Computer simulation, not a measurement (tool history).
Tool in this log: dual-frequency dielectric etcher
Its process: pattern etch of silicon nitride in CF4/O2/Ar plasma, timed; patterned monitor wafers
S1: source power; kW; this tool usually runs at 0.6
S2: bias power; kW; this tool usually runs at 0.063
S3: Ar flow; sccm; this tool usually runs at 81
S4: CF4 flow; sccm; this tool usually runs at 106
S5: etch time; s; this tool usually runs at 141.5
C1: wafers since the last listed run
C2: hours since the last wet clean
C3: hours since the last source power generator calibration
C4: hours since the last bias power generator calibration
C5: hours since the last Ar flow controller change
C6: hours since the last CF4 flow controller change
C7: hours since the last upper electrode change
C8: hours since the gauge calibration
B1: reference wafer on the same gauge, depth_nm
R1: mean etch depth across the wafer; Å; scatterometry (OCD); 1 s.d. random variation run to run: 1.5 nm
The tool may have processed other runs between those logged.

run   hour   S1     S2  S3   S4     S5   C1     C2      C3      C4      C5      C6      C7     C8     B1    R1
  1      0  0.6  0.063  81  106  141.5    0  375.8  1778.7  1380.8  1164.7  4952.2  4362.3    107  335.7  3553
      26.5  -- wet clean of the chamber
  2   54.8  0.6  0.063  81  106  141.5  175   28.3  1833.5  1435.6  1219.5    5007  4417.1  161.8  335.9  3549
  3  119.7  0.6  0.063  81   97  141.5  369   93.2  1898.4  1500.5  1284.4  5071.9    4482  226.7  336.1  3505
  4  146.3  0.6  0.063  81   97  141.5  151  119.8    1925  1527.1    1311  5098.5  4508.6  253.3  336.1  3528
  5  176.1  0.7  0.063  97  106  141.5  169  149.6  1954.8  1556.9  1340.8  5128.3  4538.4  283.1  335.8  4060
  6  211.5  0.7  0.063  97  106  141.5  201    185  1990.2  1592.3  1376.2  5163.7  4573.8  318.5  336.1  4065
  7  271.9  0.6  0.063  81  106  141.5  344  245.4  2050.6  1652.7  1436.6  5224.1  4634.2  378.9  336.4  3553
     308.4  -- source power generator calibrated
  8  312.1  0.6  0.063  81  106  141.5  206  285.6     3.7  1692.9  1476.8  5264.3  4674.4  419.1  336.2  3547
     314.7  -- gauge calibrated
     336.3  -- Ar flow controller replaced
     345.1  -- upper electrode replaced
  9  346.4  0.6  0.063  81   97  141.5  111  319.9      38  1727.2    10.1  5298.6     1.3   31.7  336.2  3490
       360  -- bias power generator calibrated
 10  404.5  0.6  0.063  70  106  141.5  308    378    96.1    44.5    68.2  5356.7    59.4   89.8  335.9  3619
 11  448.6  0.7  0.063  97  106  141.5  251  422.1   140.2    88.6   112.3  5400.8   103.5  133.9  335.8  4110

What does the tool deliver on the next run?
     490.8  -- wet clean of the chamber
 12  491.3  0.6  0.074  94  113  141.5  106  0.5  182.9  131.3  155  5443.5  146.2  176.6   ?   ?

For run 12 the tool returned B1 336.1, R1 3757 Å.
Minus the tool's unlogged condition, the same run would have read R1 3757 Å.

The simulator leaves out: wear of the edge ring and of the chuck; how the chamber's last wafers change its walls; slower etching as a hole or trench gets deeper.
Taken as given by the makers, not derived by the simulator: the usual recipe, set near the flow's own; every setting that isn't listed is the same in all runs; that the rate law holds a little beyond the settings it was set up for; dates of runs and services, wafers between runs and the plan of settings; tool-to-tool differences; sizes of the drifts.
